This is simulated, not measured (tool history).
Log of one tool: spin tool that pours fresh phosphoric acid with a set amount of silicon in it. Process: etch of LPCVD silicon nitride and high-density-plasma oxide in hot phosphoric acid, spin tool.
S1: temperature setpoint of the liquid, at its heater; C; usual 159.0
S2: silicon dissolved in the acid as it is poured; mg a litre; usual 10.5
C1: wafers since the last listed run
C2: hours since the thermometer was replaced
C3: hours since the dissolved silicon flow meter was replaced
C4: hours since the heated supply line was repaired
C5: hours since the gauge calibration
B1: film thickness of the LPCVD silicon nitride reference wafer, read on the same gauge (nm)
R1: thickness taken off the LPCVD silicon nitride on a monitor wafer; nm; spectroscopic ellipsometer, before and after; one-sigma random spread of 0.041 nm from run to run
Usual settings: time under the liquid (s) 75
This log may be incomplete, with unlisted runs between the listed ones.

run 1 hour=0.0 | S1=159.0 S2=3.5 time_under_the_liquid_(s)=110 | C1=0 C2=2499.1 C3=518.4 C4=773.5 C5=285.9 | B1=49.97 | R1=7.30
run 2 hour=25.3 | S1=161.5 S2=17.5 time_under_the_liquid_(s)=40 | C1=274 C2=2524.4 C3=543.7 C4=798.8 C5=311.2 | B1=50.01 | R1=2.84
run 3 hour=87.2 | S1=157.5 S2=10.5 time_under_the_liquid_(s)=35 | C1=672 C2=2586.3 C3=605.6 C4=860.7 C5=373.1 | B1=50.01 | R1=2.14
run 4 hour=158.3 | S1=161.0 S2=10.5 time_under_the_liquid_(s)=75 | C1=772 C2=2657.4 C3=676.7 C4=931.8 C5=444.2 | B1=50.01 | R1=5.17
run 5 hour=210.5 | S1=160.0 S2=16.5 time_under_the_liquid_(s)=45 | C1=567 C2=2709.6 C3=728.9 C4=984.0 C5=496.4 | B1=50.00 | R1=3.02
run 6 hour=241.0 | S1=157.5 S2=17.0 time_under_the_liquid_(s)=95 | C1=331 C2=2740.1 C3=759.4 C4=1014.5 C5=526.9 | B1=50.00 | R1=5.81
run 7 hour=284.1 | S1=162.0 S2=5.0 time_under_the_liquid_(s)=115 | C1=468 C2=2783.2 C3=802.5 C4=1057.6 C5=570.0 | B1=49.99 | R1=8.36
run 8 hour=333.9 | S1=159.0 S2=10.5 time_under_the_liquid_(s)=40 | C1=541 C2=2833.0 C3=852.3 C4=1107.4 C5=619.8 | B1=49.99 | R1=2.58
run 9 hour=387.1 | S1=159.0 S2=7.0 time_under_the_liquid_(s)=120 | C1=578 C2=2886.2 C3=905.5 C4=1160.6 C5=673.0 | B1=49.98 | R1=7.62
-- hour=398.3 thermometer replaced
-- hour=428.6 heated supply line repaired
run 10 hour=453.6 | S1=160.5 S2=16.5 time_under_the_liquid_(s)=60 | C1=701 C2=55.3 C3=972.0 C4=25.0 C5=739.5 | B1=50.00 | R1=4.44
run 11 hour=477.8 | S1=159.0 S2=10.5 time_under_the_liquid_(s)=75 | C1=263 C2=79.5 C3=996.2 C4=49.2 C5=763.7 | B1=50.02 | R1=5.21
run 12 hour=543.1 | S1=159.0 S2=17.0 time_under_the_liquid_(s)=110 | C1=709 C2=144.8 C3=1061.5 C4=114.5 C5=829.0 | B1=49.98 | R1=7.75
run 13 hour=599.6 | S1=160.5 S2=13.0 time_under_the_liquid_(s)=75 | C1=614 C2=201.3 C3=1118.0 C4=171.0 C5=885.5 | B1=50.01 | R1=5.55
run 14 hour=658.4 | S1=156.5 S2=8.0 time_under_the_liquid_(s)=115 | C1=639 C2=260.1 C3=1176.8 C4=229.8 C5=944.3 | B1=50.00 | R1=7.40
run 15 hour=683.2 | S1=159.0 S2=10.5 time_under_the_liquid_(s)=75 | C1=269 C2=284.9 C3=1201.6 C4=254.6 C5=969.1 | B1=50.01 | R1=5.16
-- hour=688.6 dissolved silicon flow meter replaced
run 16 hour=738.8 | S1=159.0 S2=10.5 time_under_the_liquid_(s)=75 | C1=593 C2=340.5 C3=50.2 C4=310.2 C5=1024.7 | B1=50.01 | R1=5.20
run 17 hour=803.1 | S1=156.5 S2=10.5 time_under_the_liquid_(s)=75 | C1=698 C2=404.8 C3=114.5 C4=374.5 C5=1089.0 | B1=49.99 | R1=4.80
run 18 hour=829.6 | S1=160.0 S2=17.5 time_under_the_liquid_(s)=75 | C1=288 C2=431.3 C3=141.0 C4=401.0 C5=1115.5 | B1=49.99 | R1=5.46
run 19 hour=874.8 | S1=159.0 S2=10.5 time_under_the_liquid_(s)=75 | C1=491 C2=476.5 C3=186.2 C4=446.2 C5=1160.7 | B1=49.99 | R1=5.22
run 20 hour=938.1 | S1=158.0 S2=3.5 time_under_the_liquid_(s)=45 | C1=688 C2=539.8 C3=249.5 C4=509.5 C5=1224.0 | B1=49.98 | R1=3.01
run 21 hour=1008.1 | S1=161.5 S2=4.0 time_under_the_liquid_(s)=95 | C1=760 C2=609.8 C3=319.5 C4=579.5 C5=1294.0 | B1=50.01 | R1=7.23
run 22 hour=1042.5 | S1=160.0 S2=17.5 time_under_the_liquid_(s)=75 | C1=373 C2=644.2 C3=353.9 C4=613.9 C5=1328.4 | B1=49.99 | R1=5.39

Consider 3 possible next runs. They are alternatives, not a sequence: every one starts from the tool as it was left by run 22. What does each give?
run A hour=1042.9 | S1=159.0 S2=10.5 time_under_the_liquid_(s)=85 | C1=4 C2=644.6 C3=354.3 C4=614.3 C5=1328.8 | B1=? | R1=?
run B hour=1042.9 | S1=159.0 S2=17.5 time_under_the_liquid_(s)=75 | C1=4 C2=644.6 C3=354.3 C4=614.3 C5=1328.8 | B1=? | R1=?
run C hour=1042.9 | S1=160.5 S2=14.5 time_under_the_liquid_(s)=50 | C1=4 C2=644.6 C3=354.3 C4=614.3 C5=1328.8 | B1=? | R1=?

run=A B1=50.00 R1=5.83
run=B B1=50.00 R1=5.14
run=C B1=50.00 R1=3.61
Take away the tool's hidden state, keep each run's random variation, and the runs would have read:
run=A R1=5.96
run=B R1=5.26
run=C R1=3.69
